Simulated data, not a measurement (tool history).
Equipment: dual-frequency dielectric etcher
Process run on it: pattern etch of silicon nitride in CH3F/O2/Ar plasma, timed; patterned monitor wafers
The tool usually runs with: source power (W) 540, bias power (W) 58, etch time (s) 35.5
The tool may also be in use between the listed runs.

| run | hour | source power (W) | bias power (W) | etch time (s) | wafers since the last listed run | hours since the last wet clean | hours since the last source power generator calibration | hours since the last bias power generator calibration | hours since the last upper electrode change | hours since the gauge calibration | read-back reference wafer on the same gauge, depth_nm | mean etch depth across the wafer (Å) |
|---|---|---|---|---|---|---|---|---|---|---|---|---|
| 1 | 0 | 540 | 58 | 40 | 0 | 65.7 | 4125.7 | 4583.3 | 2374.4 | 826.4 | 23.62 | 264.8 |
| 2 | 42 | 540 | 58 | 40 | 528 | 107.7 | 4167.7 | 4625.3 | 2416.4 | 868.4 | 23.57 | 264.3 |
| 3 | 111.9 | 540 | 58 | 40 | 878 | 177.6 | 4237.6 | 4695.2 | 2486.3 | 938.3 | 23.64 | 266.9 |
| 4 | 177.9 | 540 | 53 | 35.5 | 829 | 243.6 | 4303.6 | 4761.2 | 2552.3 | 1004.3 | 23.49 | 228.6 |
| 5 | 249.4 | 540 | 58 | 41 | 898 | 315.1 | 4375.1 | 4832.7 | 2623.8 | 1075.8 | 23.64 | 273.3 |
| 6 | 356.2 | 540 | 58 | 41 | 1342 | 421.9 | 4481.9 | 4939.5 | 2730.6 | 1182.6 | 23.6 | 278.6 |
| 7 | 433.6 | 510 | 58 | 35.5 | 973 | 499.3 | 4559.3 | 5016.9 | 2808 | 1260 | 23.54 | 236.2 |
| 8 | 472.6 | 510 | 58 | 35.5 | 490 | 538.3 | 4598.3 | 5055.9 | 2847 | 1299 | 23.55 | 236.9 |
|  | 517.5 | wet clean of the chamber |
| 9 | 558.7 | 480 | 58 | 35.5 | 780 | 41.2 | 4684.4 | 5142 | 2933.1 | 1385.1 | 23.57 | 217.1 |
|  | 589.6 | source power generator calibrated |
|  | 625 | bias power generator calibrated |
| 10 | 627.4 | 540 | 46 | 35.5 | 763 | 109.9 | 37.8 | 2.4 | 3001.8 | 1453.8 | 23.68 | 213.9 |
| 11 | 673.5 | 580 | 52 | 30.5 | 579 | 156 | 83.9 | 48.5 | 3047.9 | 1499.9 | 23.71 | 198.4 |
|  | 681.2 | gauge calibrated |
|  | 718.1 | upper electrode replaced |
| 12 | 732.5 | 450 | 58 | 26.5 | 440 | 215 | 142.9 | 107.5 | 14.4 | 51.3 | 23.59 | 160.8 |
| 13 | 772.2 | 680 | 64 | 35.5 | 499 | 254.7 | 182.6 | 147.2 | 54.1 | 91 | 23.57 | 275.9 |
|  | 1035.4 | wet clean of the chamber |
| 14 | 1035.9 | 540 | 58 | 35.5 | 3013 | 0.5 | 446.3 | 410.9 | 317.8 | 354.7 | 23.55 | 233.3 |
| 15 | 1085.8 | 540 | 52 | 35.5 | 627 | 50.4 | 496.2 | 460.8 | 367.7 | 404.6 | 23.59 | 225.7 |
| 16 | 1193 | 420 | 58 | 35.5 | 1347 | 157.6 | 603.4 | 568 | 474.9 | 511.8 | 23.54 | 209.7 |

Alternative continuations, all from the tool just after run 16; predict every row:
| A | 1193.4 | 540 | 58 | 35.5 | 5 | 158 | 603.8 | 568.4 | 475.3 | 512.2 | ? | ? |
| B | 1193.4 | 430 | 54 | 35.5 | 5 | 158 | 603.8 | 568.4 | 475.3 | 512.2 | ? | ? |
| C | 1193.4 | 540 | 62 | 43 | 5 | 158 | 603.8 | 568.4 | 475.3 | 512.2 | ? | ? |
| D | 1193.4 | 490 | 58 | 28 | 5 | 158 | 603.8 | 568.4 | 475.3 | 512.2 | ? | ? |
| E | 1193.4 | 420 | 50 | 45.5 | 5 | 158 | 603.8 | 568.4 | 475.3 | 512.2 | ? | ? |

| run | read-back reference wafer on the same gauge, depth_nm | mean etch depth across the wafer (Å) |
|---|---|---|
| A | 23.56 | 238.1 |
| B | 23.56 | 208.2 |
| C | 23.56 | 295.2 |
| D | 23.56 | 179.4 |
| E | 23.56 | 256.9 |
The same runs, with their run-to-run variation unchanged, on a tool lacking any hidden condition would have given:
| run | mean etch depth across the wafer (Å) |
|---|---|
| A | 233.5 |
| B | 204.2 |
| C | 289.5 |
| D | 175.9 |
| E | 251.9 |
